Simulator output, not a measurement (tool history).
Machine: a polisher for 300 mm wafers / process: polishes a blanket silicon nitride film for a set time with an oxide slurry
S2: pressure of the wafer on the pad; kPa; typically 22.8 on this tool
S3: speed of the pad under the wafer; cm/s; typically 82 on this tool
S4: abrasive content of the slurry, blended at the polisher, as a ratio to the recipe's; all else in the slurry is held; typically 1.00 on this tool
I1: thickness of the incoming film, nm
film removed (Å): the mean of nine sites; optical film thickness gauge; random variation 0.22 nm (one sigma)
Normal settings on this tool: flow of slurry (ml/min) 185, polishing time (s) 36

run 1 hour=0.0 | flow_of_slurry_(ml/min)=185 S2=22.8 S3=82 S4=1.00 polishing_time_(s)=43 | I1=283.4 | film_removed_(Å)=199
run 2 hour=53.3 | flow_of_slurry_(ml/min)=185 S2=22.8 S3=82 S4=1.00 polishing_time_(s)=43 | I1=285.4 | film_removed_(Å)=199
-- hour=66.2 slurry nozzle cleaned
run 3 hour=103.8 | flow_of_slurry_(ml/min)=135 S2=22.8 S3=82 S4=1.00 polishing_time_(s)=36 | I1=282.2 | film_removed_(Å)=159
-- hour=106.9 slurry blender recalibrated
run 4 hour=194.6 | flow_of_slurry_(ml/min)=185 S2=22.8 S3=82 S4=1.00 polishing_time_(s)=36 | I1=280.4 | film_removed_(Å)=174
-- hour=212.2 conditioning disc replaced and pad reconditioned
-- hour=232.6 worn pad replaced by a new one
run 5 hour=256.4 | flow_of_slurry_(ml/min)=185 S2=22.8 S3=82 S4=1.20 polishing_time_(s)=36 | I1=281.9 | film_removed_(Å)=210
run 6 hour=294.2 | flow_of_slurry_(ml/min)=130 S2=22.8 S3=82 S4=1.00 polishing_time_(s)=36 | I1=276.6 | film_removed_(Å)=176
run 7 hour=505.2 | flow_of_slurry_(ml/min)=155 S2=16.5 S3=82 S4=1.00 polishing_time_(s)=44 | I1=278.4 | film_removed_(Å)=147
run 8 hour=602.7 | flow_of_slurry_(ml/min)=185 S2=22.8 S3=82 S4=1.00 polishing_time_(s)=47 | I1=281.0 | film_removed_(Å)=219
run 9 hour=647.9 | flow_of_slurry_(ml/min)=185 S2=22.8 S3=82 S4=1.00 polishing_time_(s)=44 | I1=280.6 | film_removed_(Å)=200
-- hour=669.9 head pressure recalibrated
run 10 hour=699.3 | flow_of_slurry_(ml/min)=185 S2=22.8 S3=82 S4=0.85 polishing_time_(s)=36 | I1=280.4 | film_removed_(Å)=140
-- hour=709.1 slurry blender recalibrated
run 11 hour=779.9 | flow_of_slurry_(ml/min)=185 S2=22.8 S3=82 S4=1.00 polishing_time_(s)=36 | I1=281.3 | film_removed_(Å)=172
-- hour=803.1 slurry nozzle cleaned
run 12 hour=866.8 | flow_of_slurry_(ml/min)=185 S2=18.6 S3=82 S4=1.00 polishing_time_(s)=36 | I1=282.9 | film_removed_(Å)=140
-- hour=880.2 conditioning disc replaced and pad reconditioned
-- hour=905.5 worn pad replaced by a new one
run 13 hour=926.1 | flow_of_slurry_(ml/min)=145 S2=22.8 S3=66 S4=0.70 polishing_time_(s)=46 | I1=278.1 | film_removed_(Å)=144
run 14 hour=966.2 | flow_of_slurry_(ml/min)=185 S2=22.8 S3=98 S4=1.25 polishing_time_(s)=26 | I1=277.5 | film_removed_(Å)=164
run 15 hour=1045.3 | flow_of_slurry_(ml/min)=145 S2=29.0 S3=82 S4=1.10 polishing_time_(s)=47 | I1=276.7 | film_removed_(Å)=303
run 16 hour=1094.5 | flow_of_slurry_(ml/min)=185 S2=22.8 S3=66 S4=1.00 polishing_time_(s)=36 | I1=278.4 | film_removed_(Å)=156
run 17 hour=1194.7 | flow_of_slurry_(ml/min)=185 S2=22.8 S3=82 S4=1.00 polishing_time_(s)=36 | I1=277.5 | film_removed_(Å)=166
run 18 hour=1279.1 | flow_of_slurry_(ml/min)=185 S2=14.5 S3=82 S4=0.80 polishing_time_(s)=36 | I1=281.5 | film_removed_(Å)=85
run 19 hour=1349.3 | flow_of_slurry_(ml/min)=170 S2=22.8 S3=82 S4=1.00 polishing_time_(s)=36 | I1=279.1 | film_removed_(Å)=158
-- hour=1362.0 head pressure recalibrated
run 20 hour=1394.4 | flow_of_slurry_(ml/min)=185 S2=22.8 S3=82 S4=1.10 polishing_time_(s)=36 | I1=279.7 | film_removed_(Å)=173
-- hour=1438.0 slurry blender recalibrated
-- hour=1473.9 conditioning disc replaced and pad reconditioned
-- hour=1486.8 slurry nozzle cleaned
run 21 hour=1495.0 | flow_of_slurry_(ml/min)=120 S2=22.8 S3=102 S4=1.00 polishing_time_(s)=44 | I1=282.9 | film_removed_(Å)=230
-- hour=1510.9 worn pad replaced by a new one
run 22 hour=1564.6 | flow_of_slurry_(ml/min)=185 S2=22.8 S3=82 S4=1.00 polishing_time_(s)=36 | I1=273.7 | film_removed_(Å)=182
run 23 hour=1620.7 | flow_of_slurry_(ml/min)=185 S2=22.8 S3=94 S4=1.15 polishing_time_(s)=31 | I1=279.9 | film_removed_(Å)=181
run 24 hour=1716.5 | flow_of_slurry_(ml/min)=185 S2=29.6 S3=56 S4=1.15 polishing_time_(s)=30 | I1=280.6 | film_removed_(Å)=176

5 ways to go on from here, each from the tool as it stands after run 24. What would each give?
run A hour=1716.9 | flow_of_slurry_(ml/min)=185 S2=22.8 S3=82 S4=1.00 polishing_time_(s)=29 | I1=283.8 | film_removed_(Å)=?
run B hour=1716.9 | flow_of_slurry_(ml/min)=165 S2=26.2 S3=56 S4=1.10 polishing_time_(s)=36 | I1=283.8 | film_removed_(Å)=?
run C hour=1716.9 | flow_of_slurry_(ml/min)=185 S2=25.5 S3=82 S4=1.15 polishing_time_(s)=36 | I1=283.8 | film_removed_(Å)=?
run D hour=1716.9 | flow_of_slurry_(ml/min)=185 S2=22.8 S3=74 S4=1.00 polishing_time_(s)=43 | I1=283.8 | film_removed_(Å)=?
run E hour=1716.9 | flow_of_slurry_(ml/min)=245 S2=22.8 S3=92 S4=1.00 polishing_time_(s)=36 | I1=283.8 | film_removed_(Å)=?

run=A film_removed_(Å)=139
run=B film_removed_(Å)=178
run=C film_removed_(Å)=214
run=D film_removed_(Å)=197
run=E film_removed_(Å)=188
With the hidden condition removed and each run's random variation left untouched, the same runs would have given:
run=A film_removed_(Å)=153
run=B film_removed_(Å)=195
run=C film_removed_(Å)=234
run=D film_removed_(Å)=217
run=E film_removed_(Å)=206

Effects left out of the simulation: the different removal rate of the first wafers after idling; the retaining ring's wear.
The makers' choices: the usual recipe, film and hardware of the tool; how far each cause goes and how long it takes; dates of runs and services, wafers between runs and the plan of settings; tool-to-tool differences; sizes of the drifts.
